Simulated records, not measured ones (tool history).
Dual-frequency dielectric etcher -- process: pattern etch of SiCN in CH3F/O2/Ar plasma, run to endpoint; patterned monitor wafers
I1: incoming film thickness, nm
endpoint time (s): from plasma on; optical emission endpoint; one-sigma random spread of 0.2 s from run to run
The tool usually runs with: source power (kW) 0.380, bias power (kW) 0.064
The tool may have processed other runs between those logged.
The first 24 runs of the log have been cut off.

{"run": 25, "hour": 326.8, "source power (kW)": 0.45, "bias power (kW)": 0.064, "I1": 13.5, "endpoint time (s)": 35.0}
{"run": 26, "hour": 333.7, "source power (kW)": 0.38, "bias power (kW)": 0.064, "I1": 13.36, "endpoint time (s)": 37.2}
{"run": 27, "hour": 346.7, "source power (kW)": 0.38, "bias power (kW)": 0.064, "I1": 13.4, "endpoint time (s)": 37.4}
{"run": 28, "hour": 353.6, "source power (kW)": 0.38, "bias power (kW)": 0.053, "I1": 13.32, "endpoint time (s)": 39.1}
{"run": 29, "hour": 369.0, "source power (kW)": 0.31, "bias power (kW)": 0.071, "I1": 13.42, "endpoint time (s)": 39.6}
{"run": 30, "hour": 380.6, "source power (kW)": 0.38, "bias power (kW)": 0.064, "I1": 13.48, "endpoint time (s)": 37.8}
{"run": 31, "hour": 424.8, "source power (kW)": 0.38, "bias power (kW)": 0.064, "I1": 13.45, "endpoint time (s)": 37.4}
{"run": 32, "hour": 431.9, "source power (kW)": 0.34, "bias power (kW)": 0.052, "I1": 13.42, "endpoint time (s)": 40.7}
{"run": 33, "hour": 443.2, "source power (kW)": 0.38, "bias power (kW)": 0.069, "I1": 13.5, "endpoint time (s)": 36.7}
{"run": 34, "hour": 453.3, "source power (kW)": 0.28, "bias power (kW)": 0.072, "I1": 13.39, "endpoint time (s)": 40.9}

4 options for the next run, each taken on its own from the tool as it stands now. Forecast them:
{"run": "A", "hour": 453.7, "source power (kW)": 0.44, "bias power (kW)": 0.064, "I1": 13.38, "endpoint time (s)": "?"}
{"run": "B", "hour": 453.7, "source power (kW)": 0.28, "bias power (kW)": 0.074, "I1": 13.38, "endpoint time (s)": "?"}
{"run": "C", "hour": 453.7, "source power (kW)": 0.33, "bias power (kW)": 0.079, "I1": 13.38, "endpoint time (s)": "?"}
{"run": "D", "hour": 453.7, "source power (kW)": 0.32, "bias power (kW)": 0.051, "I1": 13.38, "endpoint time (s)": "?"}

run=A endpoint_time_(s)=34.9
run=B endpoint_time_(s)=40.6
run=C endpoint_time_(s)=37.1
run=D endpoint_time_(s)=42.3
What these runs would have given with no unlogged condition in the tool:
run=A endpoint_time_(s)=35.3
run=B endpoint_time_(s)=41.0
run=C endpoint_time_(s)=37.5
run=D endpoint_time_(s)=42.8

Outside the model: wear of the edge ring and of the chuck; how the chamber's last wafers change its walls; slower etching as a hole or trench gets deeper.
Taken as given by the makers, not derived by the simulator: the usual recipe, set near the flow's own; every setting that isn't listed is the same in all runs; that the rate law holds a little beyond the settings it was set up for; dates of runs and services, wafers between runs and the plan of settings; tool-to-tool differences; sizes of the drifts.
